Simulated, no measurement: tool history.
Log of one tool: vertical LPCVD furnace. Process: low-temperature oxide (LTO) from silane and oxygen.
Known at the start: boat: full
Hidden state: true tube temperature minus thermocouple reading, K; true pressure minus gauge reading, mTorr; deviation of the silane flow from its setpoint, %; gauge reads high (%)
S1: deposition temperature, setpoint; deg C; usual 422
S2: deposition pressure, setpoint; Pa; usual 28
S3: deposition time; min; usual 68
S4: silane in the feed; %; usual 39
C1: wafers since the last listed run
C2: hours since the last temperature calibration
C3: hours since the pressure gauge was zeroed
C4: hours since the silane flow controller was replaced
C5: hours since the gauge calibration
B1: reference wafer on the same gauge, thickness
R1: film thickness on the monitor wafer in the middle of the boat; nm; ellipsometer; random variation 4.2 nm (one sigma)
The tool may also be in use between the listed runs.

{"run": 1, "hour": 0.0, "S1": 422, "S2": 28, "S3": 68, "S4": 45, "C1": 0, "C2": 1046.8, "C3": 5374.1, "C4": 5014.6, "C5": 925.3, "B1": 861.24, "R1": 959.46}
{"run": 2, "hour": 34.4, "S1": 422, "S2": 28, "S3": 68, "S4": 45, "C1": 364, "C2": 1081.2, "C3": 5408.5, "C4": 5049, "C5": 959.7, "B1": 858.11, "R1": 955.73}
{"run": 3, "hour": 52.5, "S1": 422, "S2": 28, "S3": 68, "S4": 39, "C1": 191, "C2": 1099.3, "C3": 5426.6, "C4": 5067.1, "C5": 977.8, "B1": 860.21, "R1": 830.26}
{"hour": 110.3, "done": "gauge calibrated"}
{"run": 4, "hour": 130.9, "S1": 422, "S2": 28, "S3": 68, "S4": 39, "C1": 830, "C2": 1177.7, "C3": 5505, "C4": 5145.5, "C5": 20.6, "B1": 860.09, "R1": 826.45}
{"run": 5, "hour": 154.3, "S1": 422, "S2": 28, "S3": 68, "S4": 39, "C1": 247, "C2": 1201.1, "C3": 5528.4, "C4": 5168.9, "C5": 44, "B1": 859.35, "R1": 824.51}
{"run": 6, "hour": 182.3, "S1": 422, "S2": 28, "S3": 68, "S4": 39, "C1": 296, "C2": 1229.1, "C3": 5556.4, "C4": 5196.9, "C5": 72, "B1": 861.2, "R1": 827.77}
{"run": 7, "hour": 204.6, "S1": 422, "S2": 24.7, "S3": 68, "S4": 39, "C1": 236, "C2": 1251.4, "C3": 5578.7, "C4": 5219.2, "C5": 94.3, "B1": 859.15, "R1": 731.94}
{"run": 8, "hour": 233.0, "S1": 422, "S2": 24.7, "S3": 68, "S4": 39, "C1": 300, "C2": 1279.8, "C3": 5607.1, "C4": 5247.6, "C5": 122.7, "B1": 861.09, "R1": 738.88}
{"run": 9, "hour": 248.6, "S1": 422, "S2": 24.7, "S3": 68, "S4": 39, "C1": 165, "C2": 1295.4, "C3": 5622.7, "C4": 5263.2, "C5": 138.3, "B1": 860.85, "R1": 732.75}
{"run": 10, "hour": 264.0, "S1": 422, "S2": 28, "S3": 68, "S4": 39, "C1": 163, "C2": 1310.8, "C3": 5638.1, "C4": 5278.6, "C5": 153.7, "B1": 862.27, "R1": 828.05}
{"hour": 316.4, "done": "pressure gauge zeroed"}
{"run": 11, "hour": 316.9, "S1": 422, "S2": 28, "S3": 68, "S4": 45, "C1": 306, "C2": 1363.7, "C3": 0.5, "C4": 5331.5, "C5": 206.6, "B1": 861.97, "R1": 960.54}
{"run": 12, "hour": 322.3, "S1": 432, "S2": 28, "S3": 68, "S4": 35, "C1": 57, "C2": 1369.1, "C3": 5.9, "C4": 5336.9, "C5": 212, "B1": 861.01, "R1": 802.4}
{"run": 13, "hour": 351.3, "S1": 422, "S2": 28, "S3": 68, "S4": 39, "C1": 307, "C2": 1398.1, "C3": 34.9, "C4": 5365.9, "C5": 241, "B1": 861.82, "R1": 831.06}
{"run": 14, "hour": 377.1, "S1": 425, "S2": 28, "S3": 68, "S4": 39, "C1": 273, "C2": 1423.9, "C3": 60.7, "C4": 5391.7, "C5": 266.8, "B1": 860.08, "R1": 851.28}
{"run": 15, "hour": 409.0, "S1": 422, "S2": 28, "S3": 54.5, "S4": 39, "C1": 337, "C2": 1455.8, "C3": 92.6, "C4": 5423.6, "C5": 298.7, "B1": 859.66, "R1": 667.82}
{"run": 16, "hour": 432.3, "S1": 422, "S2": 28, "S3": 68, "S4": 39, "C1": 246, "C2": 1479.1, "C3": 115.9, "C4": 5446.9, "C5": 322, "B1": 859.71, "R1": 823.77}
{"hour": 461.3, "done": "thermocouples replaced and temperature profile calibrated"}
{"run": 17, "hour": 461.8, "S1": 422, "S2": 28, "S3": 68, "S4": 39, "C1": 58, "C2": 0.5, "C3": 145.4, "C4": 5476.4, "C5": 351.5, "B1": 861.39, "R1": 799.28}
{"run": 18, "hour": 482.9, "S1": 430, "S2": 28, "S3": 68, "S4": 43, "C1": 223, "C2": 21.6, "C3": 166.5, "C4": 5497.5, "C5": 372.6, "B1": 861.1, "R1": 960.03}
{"hour": 521.4, "done": "silane flow controller replaced"}
{"run": 19, "hour": 521.9, "S1": 422, "S2": 22.7, "S3": 68, "S4": 33, "C1": 158, "C2": 60.6, "C3": 205.5, "C4": 0.5, "C5": 411.6, "B1": 860.92, "R1": 530.03}
{"run": 20, "hour": 527.4, "S1": 419, "S2": 28, "S3": 92, "S4": 45, "C1": 58, "C2": 66.1, "C3": 211, "C4": 6, "C5": 417.1, "B1": 860.04, "R1": 1226.53}
{"run": 21, "hour": 542.0, "S1": 422, "S2": 28, "S3": 82, "S4": 39, "C1": 154, "C2": 80.7, "C3": 225.6, "C4": 20.6, "C5": 431.7, "B1": 862.09, "R1": 977.95}
{"run": 22, "hour": 566.9, "S1": 422, "S2": 28, "S3": 68, "S4": 39, "C1": 263, "C2": 105.6, "C3": 250.5, "C4": 45.5, "C5": 456.6, "B1": 861.18, "R1": 793.86}
{"run": 23, "hour": 589.7, "S1": 422, "S2": 28, "S3": 68, "S4": 39, "C1": 241, "C2": 128.4, "C3": 273.3, "C4": 68.3, "C5": 479.4, "B1": 859.42, "R1": 797.01}
{"run": 24, "hour": 607.8, "S1": 416, "S2": 28, "S3": 92.5, "S4": 42, "C1": 191, "C2": 146.5, "C3": 291.4, "C4": 86.4, "C5": 497.5, "B1": 861.44, "R1": 1118.85}
{"run": 25, "hour": 623.6, "S1": 422, "S2": 28, "S3": 41, "S4": 39, "C1": 167, "C2": 162.3, "C3": 307.2, "C4": 102.2, "C5": 513.3, "B1": 861.3, "R1": 488.43}
{"run": 26, "hour": 654.9, "S1": 422, "S2": 28, "S3": 68, "S4": 43, "C1": 331, "C2": 193.6, "C3": 338.5, "C4": 133.5, "C5": 544.6, "B1": 863.01, "R1": 899.45}
{"run": 27, "hour": 677.0, "S1": 415, "S2": 28, "S3": 58.5, "S4": 44, "C1": 234, "C2": 215.7, "C3": 360.6, "C4": 155.6, "C5": 566.7, "B1": 860.82, "R1": 741.3}
{"run": 28, "hour": 689.4, "S1": 422, "S2": 28, "S3": 68, "S4": 39, "C1": 131, "C2": 228.1, "C3": 373, "C4": 168, "C5": 579.1, "B1": 860.95, "R1": 808.92}
{"run": 29, "hour": 724.9, "S1": 422, "S2": 28, "S3": 68, "S4": 34, "C1": 375, "C2": 263.6, "C3": 408.5, "C4": 203.5, "C5": 614.6, "B1": 861.85, "R1": 691.12}
{"run": 30, "hour": 754.0, "S1": 422, "S2": 28, "S3": 68, "S4": 39, "C1": 308, "C2": 292.7, "C3": 437.6, "C4": 232.6, "C5": 643.7, "B1": 861.84, "R1": 806.32}
{"run": 31, "hour": 766.4, "S1": 433, "S2": 28, "S3": 43.5, "S4": 39, "C1": 131, "C2": 305.1, "C3": 450, "C4": 245, "C5": 656.1, "B1": 861.01, "R1": 578.08}

How the hidden state differs across the entries between the runs, from the last listed run before each to the first after it:
Between runs 3 and 4: gauge calibrated (hour 110.3)
  true tube temperature minus thermocouple reading, K: 3.75 -> 3.83
  measured less the result without the state, R1: +30.99 -> +31.45 nm
Between runs 10 and 11: pressure gauge zeroed (hour 316.4)
  true tube temperature minus thermocouple reading, K: 3.94 -> 3.97
  measured less the result without the state, R1: +32.36 -> +36.1 nm
Between runs 16 and 17: thermocouples replaced and temperature profile calibrated (hour 461.3)
  true tube temperature minus thermocouple reading, K: 4.04 -> 0.182
  measured less the result without the state, R1: +33 -> +1.49 nm
Between runs 18 and 19: silane flow controller replaced (hour 521.4)
  true tube temperature minus thermocouple reading, K: 0.342 -> 0.62
  measured less the result without the state, R1: +3.14 -> +3.5 nm
